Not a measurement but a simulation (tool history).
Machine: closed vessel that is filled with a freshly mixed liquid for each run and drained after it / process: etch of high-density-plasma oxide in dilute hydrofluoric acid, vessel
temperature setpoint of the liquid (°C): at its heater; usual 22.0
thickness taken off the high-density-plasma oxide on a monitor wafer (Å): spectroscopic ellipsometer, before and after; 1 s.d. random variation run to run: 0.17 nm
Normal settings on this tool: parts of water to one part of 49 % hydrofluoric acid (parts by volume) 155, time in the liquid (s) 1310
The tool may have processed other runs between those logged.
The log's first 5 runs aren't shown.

run    hour  temperature setpoint of the liquid (°C)  parts of water to one part of 49 % hydrofluoric acid (parts by volume)  time in the liquid (s)  read-back film thickness of the high-density-plasma oxide reference wafer, read on the same gauge (nm)  thickness taken off the high-density-plasma oxide on a monitor wafer (Å)
  6   206.6                                     22.0                                                                     155                    1310                                                                                                  130.01                                                                     391.4
  7   272.3                                     22.0                                                                     125                    1310                                                                                                  130.02                                                                     503.5
  8   321.9                                     25.0                                                                     155                    1310                                                                                                  130.02                                                                     439.2
  9   388.5                                     25.0                                                                     155                    1310                                                                                                  130.00                                                                     441.4
 10   433.4                                     22.0                                                                     155                    1310                                                                                                  129.99                                                                     391.0
 11   468.8                                     22.0                                                                     155                    1310                                                                                                  130.02                                                                     390.8
 12   512.0                                     26.0                                                                      95                     580                                                                                                  130.00                                                                     354.4
 13   576.6                                     22.0                                                                     155                    1310                                                                                                  129.99                                                                     395.0
 14   627.0                                     22.0                                                                     155                    1310                                                                                                  130.00                                                                     391.6
 15   722.4                                     20.5                                                                     115                    1895                                                                                                  130.03                                                                     747.6
 16   790.8                                     19.5                                                                     155                    1310                                                                                                  130.00                                                                     351.8
 17   848.5                                     22.0                                                                     195                    1310                                                                                                  129.98                                                                     298.2
     1033.7  -- gauge calibrated
 18  1050.7                                     22.0                                                                     155                    1310                                                                                                  129.99                                                                     388.5
     1206.8  -- hydrofluoric acid flow meter replaced
 19  1207.3                                     22.0                                                                     155                    1310                                                                                                  130.01                                                                     371.0
 20  1248.3                                     26.0                                                                      90                    1970                                                                                                  129.99                                                                    1212.8
     1275.4  -- thermometer replaced
 21  1430.2                                     18.0                                                                     155                    1310                                                                                                  129.99                                                                     334.0
 22  1491.4                                     19.0                                                                     105                     835                                                                                                  130.01                                                                     345.9
 23  1531.0                                     22.0                                                                     210                    1100                                                                                                  130.01                                                                     228.7
 24  1582.9                                     22.0                                                                     155                    1310                                                                                                  129.98                                                                     390.6
 25  1639.5                                     24.0                                                                      90                     845                                                                                                  129.98                                                                     507.3
 26  1675.1                                     20.5                                                                     175                     530                                                                                                  130.02                                                                     129.7
 27  1746.5                                     26.5                                                                     110                    1310                                                                                                  130.00                                                                     689.2
 28  1775.7                                     22.0                                                                     215                    1310                                                                                                  130.00                                                                     264.8
 29  1810.0                                     22.0                                                                     155                    1715                                                                                                  130.03                                                                     509.7
 30  1840.1                                     23.5                                                                     100                     725                                                                                                  129.99                                                                     376.8

What if the next run were any one of these 5? Each begins from the tool's condition after run 30:
  A  1841.1                                     22.0                                                                     155                    1705                                                                                                       ?                                                                         ?
  B  1841.1                                     25.5                                                                     130                    2090                                                                                                       ?                                                                         ?
  C  1841.1                                     23.5                                                                     155                    1915                                                                                                       ?                                                                         ?
  D  1841.1                                     18.5                                                                     185                    1310                                                                                                       ?                                                                         ?
  E  1841.1                                     22.0                                                                     230                     675                                                                                                       ?                                                                         ?

run  read-back film thickness of the high-density-plasma oxide reference wafer, read on the same gauge (nm)  thickness taken off the high-density-plasma oxide on a monitor wafer (Å)
  A                                                                                                  129.99                                                                     508.4
  B                                                                                                  129.99                                                                     875.3
  C                                                                                                  129.99                                                                     605.3
  D                                                                                                  129.99                                                                     276.6
  E                                                                                                  129.99                                                                     125.8
The same runs, with their run-to-run variation unchanged, on a tool lacking any hidden condition would have given:
run  thickness taken off the high-density-plasma oxide on a monitor wafer (Å)
  A                                                                     511.7
  B                                                                     880.7
  C                                                                     608.9
  D                                                                     278.5
  E                                                                     126.3

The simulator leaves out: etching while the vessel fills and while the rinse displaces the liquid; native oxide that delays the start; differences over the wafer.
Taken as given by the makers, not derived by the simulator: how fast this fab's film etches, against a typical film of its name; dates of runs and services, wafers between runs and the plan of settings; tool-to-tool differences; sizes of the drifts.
